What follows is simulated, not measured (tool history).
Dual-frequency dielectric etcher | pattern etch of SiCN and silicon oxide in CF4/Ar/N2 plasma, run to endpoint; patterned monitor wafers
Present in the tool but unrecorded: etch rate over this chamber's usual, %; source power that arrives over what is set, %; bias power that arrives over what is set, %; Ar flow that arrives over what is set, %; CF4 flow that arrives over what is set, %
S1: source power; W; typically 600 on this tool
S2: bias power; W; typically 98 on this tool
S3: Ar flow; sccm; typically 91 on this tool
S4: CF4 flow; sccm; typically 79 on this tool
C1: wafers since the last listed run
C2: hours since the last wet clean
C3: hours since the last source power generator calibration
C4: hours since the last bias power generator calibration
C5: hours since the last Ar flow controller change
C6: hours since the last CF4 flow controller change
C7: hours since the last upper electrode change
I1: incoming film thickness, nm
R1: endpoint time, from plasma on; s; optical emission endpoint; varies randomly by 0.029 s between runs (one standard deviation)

Run 1, hour 0: usual settings but S2 113 W; C1 0; C2 406.3; C3 2298.1; C4 2173.9; C5 2407.6; C6 2763.4; C7 2250.7; I1 8.99. Result: R1 7.2 s.
Run 2, hour 31.7: usual settings but S4 87 sccm; C1 598; C2 438; C3 2329.8; C4 2205.6; C5 2439.3; C6 2795.1; C7 2282.4; I1 8.77. Result: R1 7.3 s.
Run 3, hour 60.2: usual settings but S4 73 sccm; C1 537; C2 466.5; C3 2358.3; C4 2234.1; C5 2467.8; C6 2823.6; C7 2310.9; I1 8.9. Result: R1 7.5 s.
Run 4, hour 88.5: usual settings but S4 73 sccm; C1 534; C2 494.8; C3 2386.6; C4 2262.4; C5 2496.1; C6 2851.9; C7 2339.2; I1 8.87. Result: R1 7.5 s.
Run 5, hour 142.8: usual settings but S4 73 sccm; C1 1024; C2 549.1; C3 2440.9; C4 2316.7; C5 2550.4; C6 2906.2; C7 2393.5; I1 8.91. Result: R1 7.5 s.
At hour 202.4: wet clean of the chamber.
Run 6, hour 204.4: usual settings but S2 109 W; C1 709; C2 2; C3 2502.5; C4 2378.3; C5 2612; C6 2967.8; C7 2455.1; I1 8.77. Result: R1 7 s.
Run 7, hour 247.2: usual settings but S2 109 W; C1 807; C2 44.8; C3 2545.3; C4 2421.1; C5 2654.8; C6 3010.6; C7 2497.9; I1 8.96. Result: R1 7.2 s.
Run 8, hour 292.8: usual settings but S2 109 W; C1 860; C2 90.4; C3 2590.9; C4 2466.7; C5 2700.4; C6 3056.2; C7 2543.5; I1 8.91. Result: R1 7.2 s.
Run 9, hour 325.6: usual settings; C1 618; C2 123.2; C3 2623.7; C4 2499.5; C5 2733.2; C6 3089; C7 2576.3; I1 8.9. Result: R1 7.4 s.
Run 10, hour 379.1: usual settings but S1 560 W, S2 79 W, S3 83 sccm, S4 86 sccm; C1 1009; C2 176.7; C3 2677.2; C4 2553; C5 2786.7; C6 3142.5; C7 2629.8; I1 8.86. Result: R1 8.1 s.
At hour 532.9: Ar flow controller replaced.
At hour 559.2: CF4 flow controller replaced.
Run 11, hour 559.7: usual settings; C1 3181; C2 357.3; C3 2857.8; C4 2733.6; C5 26.8; C6 0.5; C7 2810.4; I1 8.87. Result: R1 7.4 s.
At hour 571: bias power generator calibrated.
At hour 587.7: source power generator calibrated.
At hour 596.5: upper electrode replaced.
Run 12, hour 606.8: usual settings but S1 740 W, S2 117 W, S3 83 sccm, S4 96 sccm; C1 572; C2 404.4; C3 19.1; C4 35.8; C5 73.9; C6 47.6; C7 10.3; I1 8.91. Result: R1 5.9 s.
Run 13, hour 658.3: usual settings but S2 112 W, S3 82 sccm; C1 971; C2 455.9; C3 70.6; C4 87.3; C5 125.4; C6 99.1; C7 61.8; I1 9.02. Result: R1 7.2 s.
Run 14, hour 713.9: usual settings but S2 74 W; C1 1049; C2 511.5; C3 126.2; C4 142.9; C5 181; C6 154.7; C7 117.4; I1 8.99. Result: R1 8.1 s.
Run 15, hour 738.3: usual settings but S1 730 W; C1 460; C2 535.9; C3 150.6; C4 167.3; C5 205.4; C6 179.1; C7 141.8; I1 8.86. Result: R1 6.3 s.
At hour 768: wet clean of the chamber.
Run 16, hour 768.5: usual settings but S2 86 W, S3 77 sccm; C1 116; C2 0.5; C3 180.8; C4 197.5; C5 235.6; C6 209.3; C7 172; I1 8.91. Result: R1 7.5 s.
Run 17, hour 802.9: usual settings but S4 71 sccm; C1 649; C2 34.9; C3 215.2; C4 231.9; C5 270; C6 243.7; C7 206.4; I1 8.88. Result: R1 7.5 s.
Run 18, hour 838.2: usual settings but S4 61 sccm; C1 666; C2 70.2; C3 250.5; C4 267.2; C5 305.3; C6 279; C7 241.7; I1 8.83. Result: R1 7.6 s.
Run 19, hour 905.8: usual settings but S2 74 W; C1 1275; C2 137.8; C3 318.1; C4 334.8; C5 372.9; C6 346.6; C7 309.3; I1 8.88. Result: R1 8 s.
Run 20, hour 955.1: usual settings but S4 61 sccm; C1 930; C2 187.1; C3 367.4; C4 384.1; C5 422.2; C6 395.9; C7 358.6; I1 8.86. Result: R1 7.6 s.
Run 21, hour 986.9: usual settings; C1 600; C2 218.9; C3 399.2; C4 415.9; C5 454; C6 427.7; C7 390.4; I1 8.87. Result: R1 7.4 s.
Run 22, hour 1042.5: usual settings but S3 99 sccm, S4 67 sccm; C1 1049; C2 274.5; C3 454.8; C4 471.5; C5 509.6; C6 483.3; C7 446; I1 8.96. Result: R1 7.6 s.
Run 23, hour 1079.3: usual settings; C1 694; C2 311.3; C3 491.6; C4 508.3; C5 546.4; C6 520.1; C7 482.8; I1 8.82. Result: R1 7.3 s.

5 ways to go on from here, each from the tool as it stands after run 23. What would each give?
Run A, hour 1079.7: usual settings; C1 7; C2 311.7; C3 492; C4 508.7; C5 546.8; C6 520.5; C7 483.2; I1 8.91. Result: R1 ?.
Run B, hour 1079.7: usual settings but S1 640 W, S3 75 sccm, S4 95 sccm; C1 7; C2 311.7; C3 492; C4 508.7; C5 546.8; C6 520.5; C7 483.2; I1 8.91. Result: R1 ?.
Run C, hour 1079.7: usual settings but S2 121 W, S3 107 sccm, S4 92 sccm; C1 7; C2 311.7; C3 492; C4 508.7; C5 546.8; C6 520.5; C7 483.2; I1 8.91. Result: R1 ?.
Run D, hour 1079.7: usual settings but S3 110 sccm, S4 64 sccm; C1 7; C2 311.7; C3 492; C4 508.7; C5 546.8; C6 520.5; C7 483.2; I1 8.91. Result: R1 ?.
Run E, hour 1079.7: usual settings but S1 660 W, S2 90 W, S3 109 sccm, S4 94 sccm; C1 7; C2 311.7; C3 492; C4 508.7; C5 546.8; C6 520.5; C7 483.2; I1 8.91. Result: R1 ?.

run   R1
  A  7.4
  B  6.8
  C  6.9
  D  7.7
  E    7
With no hidden state in the tool, these same runs would have given:
run   R1
  A  7.4
  B  6.8
  C  6.9
  D  7.7
  E    7
